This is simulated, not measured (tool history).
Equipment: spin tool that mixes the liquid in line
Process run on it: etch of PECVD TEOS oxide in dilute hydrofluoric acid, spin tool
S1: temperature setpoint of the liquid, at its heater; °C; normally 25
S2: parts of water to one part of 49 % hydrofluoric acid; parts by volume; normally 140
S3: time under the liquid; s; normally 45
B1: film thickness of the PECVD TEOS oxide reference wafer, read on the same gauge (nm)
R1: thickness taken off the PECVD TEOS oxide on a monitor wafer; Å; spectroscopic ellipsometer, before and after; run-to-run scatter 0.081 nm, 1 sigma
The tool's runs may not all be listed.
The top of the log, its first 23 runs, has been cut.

run	hour	S1	S2	S3	B1	R1
# hour 1987.9: thermometer replaced
24	2048.2	25	140	40	149.97	77.6
25	2140	23	195	55	150.03	67.2
26	2359.1	20.5	140	45	149.99	74.3
27	2414.7	27.5	115	45	150.04	123.3
28	2465.8	28.5	85	70	150	277
29	2520.4	28.5	105	45	149.99	145.3
30	2618.2	25	140	45	150.01	91.6
31	2709.4	25	140	45	150.02	91.4
32	2812.9	25	140	45	150.03	92.1

What if the next run were any one of these 5? Each begins from the tool's condition after run 32:
A	2813.3	21.5	140	45	?	?
B	2813.3	23	100	20	?	?
C	2813.3	23.5	140	25	?	?
D	2813.3	21.5	80	65	?	?
E	2813.3	25	165	30	?	?

run	B1	R1
A	150	80.7
B	150	55.9
C	150	48.4
D	150	219.1
E	150	50.6
The same runs, with their run-to-run variation unchanged, on a tool lacking any hidden condition would have given:
run	R1
A	75.4
B	52.2
C	45.3
D	204.2
E	47.5
